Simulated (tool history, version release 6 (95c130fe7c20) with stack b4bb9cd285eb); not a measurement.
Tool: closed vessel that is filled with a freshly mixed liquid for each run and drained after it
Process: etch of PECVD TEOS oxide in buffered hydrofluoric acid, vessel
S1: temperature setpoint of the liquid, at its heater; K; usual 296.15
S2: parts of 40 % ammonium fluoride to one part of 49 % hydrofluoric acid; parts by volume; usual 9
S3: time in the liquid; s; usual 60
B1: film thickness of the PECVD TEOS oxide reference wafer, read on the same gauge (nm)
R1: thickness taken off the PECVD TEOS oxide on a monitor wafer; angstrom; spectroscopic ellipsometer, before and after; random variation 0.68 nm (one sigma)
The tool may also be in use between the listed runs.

run	hour	S1	S2	S3	B1	R1
1	0	294.15	9	60	60.01	614.7
2	60.9	294.15	9	60	60.02	618.4
3	108.3	296.15	9	60	59.99	680.8
4	163.8	296.15	9	60	59.98	685.4
5	219	296.15	9	70	59.99	792.3
6	268.7	296.15	9	70	60	800.3
7	321	294.65	10.5	60	60	561.8
8	359.3	294.65	10.5	60	60	568.6
9	402	294.65	10.5	60	60	553.1
# hour 432: hydrofluoric acid flow meter replaced
10	453.1	296.15	9	60	60	678.4
11	499.2	296.15	9	60	60	667.3
12	538.9	296.15	9	60	60.01	672.4
13	585.6	296.15	9	60	59.99	669.7
14	616.9	296.15	12	50	60	442.5
# hour 627.9: gauge calibrated
15	668.3	296.15	9	60	59.98	668.7
16	697.8	296.15	7	60	60.03	882.2
17	732.9	293.15	9	60	60.03	571.2
18	794.4	297.65	7.5	45	60.03	654
19	910.6	296.15	11.5	60	60	539.7
# hour 936.9: thermometer replaced
20	950.4	296.15	10	50	59.99	577.3
21	995.6	296.15	9	40	60.01	488.5
22	1038.8	296.15	9	60	59.99	728.9
23	1110	296.15	9	35	59.98	423.2
24	1146.7	292.15	9	70	59.98	681.8
25	1204.5	293.65	11	35	60	312.2
26	1236.6	296.15	9	60	60	721.1
27	1269.3	296.15	9	60	60	731.9

4 ways to go on from here, each from the tool as it stands after run 27. What would each give?
A	1270	296.15	9	60	?	?
B	1270	300.15	9	70	?	?
C	1270	298.65	6.5	40	?	?
D	1270	294.15	12	40	?	?

run	B1	R1
A	60.01	734.2
B	60.01	1064.7
C	60.01	785.4
D	60.01	343.2
Without the tool's hidden state the same runs would have given:
run	R1
A	761
B	1102.5
C	813.5
D	355.8

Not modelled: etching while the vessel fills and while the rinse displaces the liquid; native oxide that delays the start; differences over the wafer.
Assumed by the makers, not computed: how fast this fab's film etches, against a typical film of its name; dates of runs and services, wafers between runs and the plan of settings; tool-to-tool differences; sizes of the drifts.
